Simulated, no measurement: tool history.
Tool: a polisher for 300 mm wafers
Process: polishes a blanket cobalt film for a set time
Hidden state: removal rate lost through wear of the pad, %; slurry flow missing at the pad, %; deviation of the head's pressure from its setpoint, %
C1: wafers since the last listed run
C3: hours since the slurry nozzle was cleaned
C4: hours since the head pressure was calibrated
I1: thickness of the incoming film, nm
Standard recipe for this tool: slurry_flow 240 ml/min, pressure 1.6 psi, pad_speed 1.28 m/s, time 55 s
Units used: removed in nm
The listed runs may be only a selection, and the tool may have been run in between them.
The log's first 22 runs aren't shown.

Run 23, day 53.942: usual settings but slurry_flow 325 ml/min, pad_speed 1.02 m/s; C1 530; wafers polished on this pad 3000; C3 251.2; C4 530.2; I1 1249.3. Result: removed 283.2 nm.
Run 24, day 60.142: usual settings but time 69 s; C1 1844; wafers polished on this pad 4844; C3 400; C4 679; I1 1245. Result: removed 376.6 nm.
At day 61.412: worn pad replaced by a new one.
At day 62.079: slurry nozzle cleaned.
Run 25, day 62.958: usual settings but pressure 2.1 psi, pad_speed 1.54 m/s; C1 776; wafers polished on this pad 447; C3 21.1; C4 746.6; I1 1250.2. Result: removed 468.7 nm.
Run 26, day 71.333: usual settings but slurry_flow 165 ml/min, time 65 s; C1 2491; wafers polished on this pad 2939; C3 222.1; C4 947.6; I1 1274.8. Result: removed 342.4 nm.
Run 27, day 72.346: usual settings but pressure 1.3 psi, pad_speed 1.72 m/s, time 48 s; C1 301; wafers polished on this pad 3240; C3 246.4; C4 971.9; I1 1267.4. Result: removed 272 nm.
Run 28, day 73.9: usual settings but slurry_flow 265 ml/min, pad_speed 1.54 m/s; C1 462; wafers polished on this pad 3703; C3 283.7; C4 1009.2; I1 1270.2. Result: removed 343.2 nm.
At day 74.217: head pressure recalibrated.
Run 29, day 76.304: usual settings but time 49 s; C1 690; wafers polished on this pad 4393; C3 341.4; C4 50.1; I1 1257.4. Result: removed 269.2 nm.
Run 30, day 77.929: usual settings but slurry_flow 310 ml/min, pressure 1.1 psi, pad_speed 1.48 m/s, time 40 s; C1 483; wafers polished on this pad 4877; C3 380.4; C4 89.1; I1 1265.4. Result: removed 174.3 nm.
At day 79.808: slurry nozzle cleaned.
Run 31, day 79.858: usual settings; C1 561; wafers polished on this pad 5438; C3 1.2; C4 135.4; I1 1241.3. Result: removed 304.6 nm.
Run 32, day 81.688: usual settings; C1 544; wafers polished on this pad 5982; C3 45.1; C4 179.3; I1 1227.1. Result: removed 300.1 nm.
At day 82.933: worn pad replaced by a new one.
Run 33, day 82.979: usual settings but pressure 2.1 psi, time 45 s; C1 334; wafers polished on this pad 13; C3 76.1; C4 210.3; I1 1255.6. Result: removed 351.3 nm.
Run 34, day 84.517: usual settings but slurry_flow 155 ml/min, time 67 s; C1 457; wafers polished on this pad 471; C3 113; C4 247.2; I1 1270.8. Result: removed 363.7 nm.
Run 35, day 86.658: usual settings but time 72 s; C1 637; wafers polished on this pad 1108; C3 164.4; C4 298.6; I1 1254.2. Result: removed 422.3 nm.
Run 36, day 89.146: usual settings; C1 740; wafers polished on this pad 1848; C3 224.1; C4 358.3; I1 1236.2. Result: removed 316.1 nm.
Run 37, day 91.896: usual settings; C1 818; wafers polished on this pad 2666; C3 290.1; C4 424.3; I1 1257.8. Result: removed 313.3 nm.
Run 38, day 96.025: usual settings but slurry_flow 320 ml/min, pressure 1.4 psi; C1 1228; wafers polished on this pad 3895; C3 389.2; C4 523.4; I1 1246.5. Result: removed 280.7 nm.

3 ways to go on from here, each from the tool as it stands after run 38. What would each give?
Run A, day 96.042: usual settings but slurry_flow 265 ml/min; C1 4; wafers polished on this pad 3900; C3 389.6; C4 523.8; I1 1253.3. Result: removed ?.
Run B, day 96.042: usual settings but pressure 1.3 psi; C1 4; wafers polished on this pad 3900; C3 389.6; C4 523.8; I1 1253.3. Result: removed ?.
Run C, day 96.042: usual settings but pressure 1.4 psi; C1 4; wafers polished on this pad 3900; C3 389.6; C4 523.8; I1 1253.3. Result: removed ?.

run  removed
  A    309.6
  B    248.7
  C    267.8
What these runs would have given with no unlogged condition in the tool:
run  removed
  A    324.8
  B    260.9
  C    280.9
